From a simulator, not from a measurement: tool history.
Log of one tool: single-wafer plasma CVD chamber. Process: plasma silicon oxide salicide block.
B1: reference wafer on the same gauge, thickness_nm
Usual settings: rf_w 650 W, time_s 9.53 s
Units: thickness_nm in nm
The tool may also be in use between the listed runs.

{"run": 1, "hour": 0.0, "rf_w": 650, "time_s": 9.53, "B1": 78.059, "thickness_nm": 86.864}
{"run": 2, "hour": 6.5, "rf_w": 650, "time_s": 9.53, "B1": 78.077, "thickness_nm": 86.911}
{"run": 3, "hour": 16.2, "rf_w": 650, "time_s": 9.53, "B1": 78.101, "thickness_nm": 86.998}
{"run": 4, "hour": 24.7, "rf_w": 650, "time_s": 9.53, "B1": 78.128, "thickness_nm": 87.041}
{"run": 5, "hour": 34.8, "rf_w": 695, "time_s": 9.53, "B1": 78.128, "thickness_nm": 88.808}
{"run": 6, "hour": 43.4, "rf_w": 725, "time_s": 9.53, "B1": 78.155, "thickness_nm": 89.942}
{"run": 7, "hour": 58.1, "rf_w": 725, "time_s": 9.53, "B1": 78.229, "thickness_nm": 89.896}
{"run": 8, "hour": 71.2, "rf_w": 595, "time_s": 9.53, "B1": 78.242, "thickness_nm": 84.839}
{"run": 9, "hour": 78.7, "rf_w": 650, "time_s": 9.53, "B1": 78.295, "thickness_nm": 87.169}
{"hour": 93.8, "done": "showerhead replaced"}
{"run": 10, "hour": 95.4, "rf_w": 730, "time_s": 8.69, "B1": 78.358, "thickness_nm": 82.55}
{"run": 11, "hour": 103.0, "rf_w": 780, "time_s": 9.53, "B1": 78.407, "thickness_nm": 92.466}
{"run": 12, "hour": 120.3, "rf_w": 565, "time_s": 8.1, "B1": 78.481, "thickness_nm": 71.44}
{"run": 13, "hour": 128.0, "rf_w": 575, "time_s": 10.43, "B1": 78.566, "thickness_nm": 92.363}
{"hour": 128.1, "done": "gauge calibrated"}
{"run": 14, "hour": 136.5, "rf_w": 650, "time_s": 9.53, "B1": 78.098, "thickness_nm": 86.972}
{"hour": 146.1, "done": "RF generator calibrated"}
{"run": 15, "hour": 147.6, "rf_w": 520, "time_s": 8.3, "B1": 78.095, "thickness_nm": 70.776}
{"run": 16, "hour": 168.6, "rf_w": 650, "time_s": 9.53, "B1": 78.136, "thickness_nm": 86.976}
{"run": 17, "hour": 175.1, "rf_w": 650, "time_s": 10.64, "B1": 78.146, "thickness_nm": 97.494}
{"run": 18, "hour": 188.4, "rf_w": 710, "time_s": 10.17, "B1": 78.19, "thickness_nm": 95.39}

Forecast each of these 4 alternatives for the next run:
{"run": "A", "hour": 188.8, "rf_w": 650, "time_s": 10.99, "B1": "?", "thickness_nm": "?"}
{"run": "B", "hour": 188.8, "rf_w": 595, "time_s": 10.94, "B1": "?", "thickness_nm": "?"}
{"run": "C", "hour": 188.8, "rf_w": 560, "time_s": 7.87, "B1": "?", "thickness_nm": "?"}
{"run": "D", "hour": 188.8, "rf_w": 650, "time_s": 10.51, "B1": "?", "thickness_nm": "?"}

run=A B1=78.206 thickness_nm=100.394
run=B B1=78.206 thickness_nm=97.342
run=C B1=78.206 thickness_nm=68.774
run=D B1=78.206 thickness_nm=96.009
Without the tool's hidden state the same runs would have given:
run=A thickness_nm=100.289
run=B thickness_nm=97.24
run=C thickness_nm=68.702
run=D thickness_nm=95.909

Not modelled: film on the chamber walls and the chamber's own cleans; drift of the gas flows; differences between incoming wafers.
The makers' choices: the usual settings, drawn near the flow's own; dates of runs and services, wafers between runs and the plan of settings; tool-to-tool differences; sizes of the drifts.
